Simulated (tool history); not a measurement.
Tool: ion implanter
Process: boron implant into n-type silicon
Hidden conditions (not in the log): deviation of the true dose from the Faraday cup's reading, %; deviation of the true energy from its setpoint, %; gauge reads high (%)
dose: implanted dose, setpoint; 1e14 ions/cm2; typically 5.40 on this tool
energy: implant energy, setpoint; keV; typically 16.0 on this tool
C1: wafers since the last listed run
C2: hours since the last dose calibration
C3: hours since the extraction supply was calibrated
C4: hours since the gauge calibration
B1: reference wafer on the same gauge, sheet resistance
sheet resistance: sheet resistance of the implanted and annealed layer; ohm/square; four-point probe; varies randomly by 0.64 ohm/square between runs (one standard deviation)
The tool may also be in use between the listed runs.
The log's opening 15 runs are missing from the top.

run 16 day=15.325 | dose=5.40 energy=17.5 | C1=905 C2=2265.1 C3=6427.6 C4=225.8 | B1=174.90 | sheet_resistance=202.73
run 17 day=16.696 | dose=5.40 energy=17.5 | C1=919 C2=2298.0 C3=6460.5 C4=258.7 | B1=174.93 | sheet_resistance=202.30
run 18 day=17.921 | dose=4.39 energy=17.5 | C1=822 C2=2327.4 C3=6489.9 C4=288.1 | B1=175.16 | sheet_resistance=240.31
-- day=18.775 Faraday cup replaced and dose calibrated
run 19 day=19.079 | dose=5.81 energy=16.0 | C1=553 C2=7.3 C3=6517.7 C4=315.9 | B1=175.01 | sheet_resistance=183.14
run 20 day=20.188 | dose=4.72 energy=16.0 | C1=743 C2=33.9 C3=6544.3 C4=342.5 | B1=174.80 | sheet_resistance=218.30
-- day=21.350 extraction supply calibrated
run 21 day=21.371 | dose=5.40 energy=16.0 | C1=570 C2=62.3 C3=0.5 C4=370.9 | B1=175.06 | sheet_resistance=195.09
-- day=21.467 gauge calibrated
run 22 day=21.938 | dose=3.97 energy=21.0 | C1=380 C2=75.9 C3=14.1 C4=11.3 | B1=175.01 | sheet_resistance=243.78
run 23 day=23.042 | dose=6.04 energy=13.5 | C1=741 C2=102.4 C3=40.6 C4=37.8 | B1=174.98 | sheet_resistance=180.34
run 24 day=23.846 | dose=5.40 energy=16.0 | C1=539 C2=121.7 C3=59.9 C4=57.1 | B1=174.84 | sheet_resistance=194.88
run 25 day=24.712 | dose=4.44 energy=18.0 | C1=581 C2=142.5 C3=80.7 C4=77.9 | B1=174.96 | sheet_resistance=226.40
run 26 day=25.421 | dose=5.40 energy=16.0 | C1=475 C2=159.5 C3=97.7 C4=94.9 | B1=175.14 | sheet_resistance=196.53
run 27 day=26.375 | dose=4.90 energy=21.5 | C1=640 C2=182.4 C3=120.6 C4=117.8 | B1=175.10 | sheet_resistance=205.70
run 28 day=27.600 | dose=3.88 energy=14.5 | C1=822 C2=211.8 C3=150.0 C4=147.2 | B1=174.90 | sheet_resistance=258.13
run 29 day=28.283 | dose=6.99 energy=20.5 | C1=458 C2=228.2 C3=166.4 C4=163.6 | B1=175.15 | sheet_resistance=153.11
run 30 day=29.392 | dose=5.40 energy=16.0 | C1=743 C2=254.8 C3=193.0 C4=190.2 | B1=174.95 | sheet_resistance=194.92
run 31 day=30.425 | dose=6.50 energy=19.0 | C1=693 C2=279.6 C3=217.8 C4=215.0 | B1=174.95 | sheet_resistance=163.46
run 32 day=31.554 | dose=6.34 energy=14.5 | C1=757 C2=306.7 C3=244.9 C4=242.1 | B1=175.15 | sheet_resistance=171.36
run 33 day=32.088 | dose=5.40 energy=12.5 | C1=357 C2=319.5 C3=257.7 C4=254.9 | B1=175.07 | sheet_resistance=201.11
run 34 day=33.342 | dose=6.91 energy=19.5 | C1=841 C2=349.6 C3=287.8 C4=285.0 | B1=175.11 | sheet_resistance=156.44
run 35 day=33.858 | dose=3.82 energy=13.5 | C1=346 C2=362.0 C3=300.2 C4=297.4 | B1=175.09 | sheet_resistance=264.15

Each row is a separate what-if for the run after 35, all from the same tool condition, not one after another. Results?
run A day=33.875 | dose=5.40 energy=16.0 | C1=11 C2=362.4 C3=300.6 C4=297.8 | B1=? | sheet_resistance=?
run B day=33.875 | dose=5.93 energy=21.5 | C1=11 C2=362.4 C3=300.6 C4=297.8 | B1=? | sheet_resistance=?
run C day=33.875 | dose=4.36 energy=17.5 | C1=11 C2=362.4 C3=300.6 C4=297.8 | B1=? | sheet_resistance=?
run D day=33.875 | dose=6.27 energy=16.0 | C1=11 C2=362.4 C3=300.6 C4=297.8 | B1=? | sheet_resistance=?

run=A B1=174.98 sheet_resistance=196.20
run=B B1=174.98 sheet_resistance=176.07
run=C B1=174.98 sheet_resistance=231.98
run=D B1=174.98 sheet_resistance=172.85
Without the tool's unlogged condition, the same runs would have read:
run=A sheet_resistance=195.22
run=B sheet_resistance=175.19
run=C sheet_resistance=230.87
run=D sheet_resistance=171.97
